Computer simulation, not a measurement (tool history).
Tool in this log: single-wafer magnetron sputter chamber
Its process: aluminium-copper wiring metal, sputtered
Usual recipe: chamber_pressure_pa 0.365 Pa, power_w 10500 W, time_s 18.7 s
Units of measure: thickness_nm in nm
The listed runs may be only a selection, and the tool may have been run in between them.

run,hour,chamber_pressure_pa,power_w,time_s,wafers since the last listed run,wafers on the sputter target,hours since the last manometer calibration,hours since the magnet pack was replaced,hours since the gauge calibration,"read-back reference wafer on the same gauge, thickness_nm",thickness_nm
1,0.0,0.365,10500,20.4,0,3380,662.9,4568.7,681.2,350.793,407.333
2,98.7,0.365,10500,20.4,1219,4600,761.6,4667.4,779.9,351.340,405.238
3,138.8,0.365,10500,20.4,495,5095,801.7,4707.5,820.0,350.887,406.458
4,199.8,0.365,8750,18.7,753,5849,862.7,4768.5,881.0,350.882,311.730
5,277.0,0.365,10500,16.3,954,6803,939.9,4845.7,958.2,351.150,321.860
# hour 344.3: sputter target and shields replaced
6,359.4,0.365,10500,16.3,919,187,1022.3,4928.1,1040.6,351.118,324.669
# hour 378.0: magnet pack replaced
7,399.0,0.365,10500,16.3,390,577,1061.9,21.0,1080.2,350.845,324.285
# hour 407.1: gauge calibrated
8,477.9,0.365,10500,18.7,975,1552,1140.8,99.9,70.8,350.886,369.406
9,530.1,0.365,8750,18.7,645,2197,1193.0,152.1,123.0,350.979,308.049
10,595.7,0.365,12250,18.7,810,3008,1258.6,217.7,188.6,351.313,425.874
11,653.3,0.511,10500,18.7,711,3720,1316.2,275.3,246.2,351.111,342.787
# hour 685.4: capacitance manometer re-zeroed and calibrated
12,846.1,0.365,8750,18.7,2283,6004,160.7,468.1,439.0,350.822,314.199
# hour 945.4: sputter target and shields replaced
13,945.9,0.365,10500,18.7,1134,6,260.5,567.9,538.8,351.354,373.970
14,983.9,0.278,12300,18.7,469,476,298.5,605.9,576.8,351.037,454.298
15,1067.9,0.294,10500,20.9,1038,1514,382.5,689.9,660.8,351.203,432.736
16,1109.1,0.297,10500,15.5,509,2023,423.7,731.1,702.0,350.755,320.186

4 ways to go on from here, each from the tool as it stands after run 16. What would each give?
A,1109.5,0.365,10500,21.9,4,2028,424.1,731.5,702.4,?,?
B,1109.5,0.365,9200,18.7,4,2028,424.1,731.5,702.4,?,?
C,1109.5,0.231,11650,18.7,4,2028,424.1,731.5,702.4,?,?
D,1109.5,0.259,12100,15.2,4,2028,424.1,731.5,702.4,?,?

run,"read-back reference wafer on the same gauge, thickness_nm",thickness_nm
A,351.061,438.692
B,351.061,330.276
C,351.061,440.938
D,351.061,366.748
With the hidden condition removed and each run's random variation left untouched, the same runs would have given:
run,thickness_nm
A,440.279
B,331.470
C,442.045
D,367.756

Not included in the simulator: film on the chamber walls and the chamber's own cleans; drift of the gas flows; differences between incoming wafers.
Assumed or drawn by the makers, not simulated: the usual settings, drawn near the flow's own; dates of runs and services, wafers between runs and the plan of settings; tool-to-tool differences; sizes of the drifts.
